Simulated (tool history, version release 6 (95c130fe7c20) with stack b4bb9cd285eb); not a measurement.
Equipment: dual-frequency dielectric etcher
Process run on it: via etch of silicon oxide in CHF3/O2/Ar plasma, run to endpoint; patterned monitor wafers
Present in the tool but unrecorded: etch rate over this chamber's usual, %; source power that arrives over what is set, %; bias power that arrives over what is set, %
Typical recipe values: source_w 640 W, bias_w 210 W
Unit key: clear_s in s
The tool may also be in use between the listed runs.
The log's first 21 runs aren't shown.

run	hour	source_w	bias_w	wafers since the last listed run	hours since the last wet clean	hours since the last source power generator calibration	hours since the last bias power generator calibration	hours since the last upper electrode change	incoming incoming film thickness, nm	clear_s
22	497.4	570	245	89	146.4	252.2	214.2	116.5	445.3	208.7
23	518.1	510	210	88	167.1	272.9	234.9	137.2	443.4	221.1
24	544.2	640	210	111	193.2	299	261	163.3	442.5	200.7
25	576.7	750	241	138	225.7	331.5	293.5	195.8	442.2	182.1
26	603.8	740	195	115	252.8	358.6	320.6	222.9	445.9	196.7
27	621.5	640	210	75	270.5	376.3	338.3	240.6	445.6	200.4
28	644.8	640	210	99	293.8	399.6	361.6	263.9	441.1	200.6
29	658.3	490	210	57	307.3	413.1	375.1	277.4	445.9	226.6
30	677.7	700	233	82	326.7	432.5	394.5	296.8	444	189.4
31	690.1	640	210	52	339.1	444.9	406.9	309.2	441.6	203.2
32	718.7	690	210	121	367.7	473.5	435.5	337.8	441.8	192.2
33	752.7	750	248	144	401.7	507.5	469.5	371.8	437.5	172.2
34	778	640	253	107	427	532.8	494.8	397.1	441.5	185.6

Each row is a separate what-if for the run after 34, all from the same tool condition, not one after another. Results?
A	778.5	800	210	2	427.5	533.3	495.3	397.6	442.1	?
B	778.5	770	257	2	427.5	533.3	495.3	397.6	442.1	?
C	778.5	720	210	2	427.5	533.3	495.3	397.6	442.1	?
D	778.5	640	237	2	427.5	533.3	495.3	397.6	442.1	?
E	778.5	580	169	2	427.5	533.3	495.3	397.6	442.1	?

run	clear_s
A	183.2
B	175.2
C	191.1
D	193.2
E	221.5
The same runs, with their run-to-run variation unchanged, on a tool lacking any hidden condition would have given:
run	clear_s
A	192.2
B	183.8
C	200.4
D	202.6
E	232.4
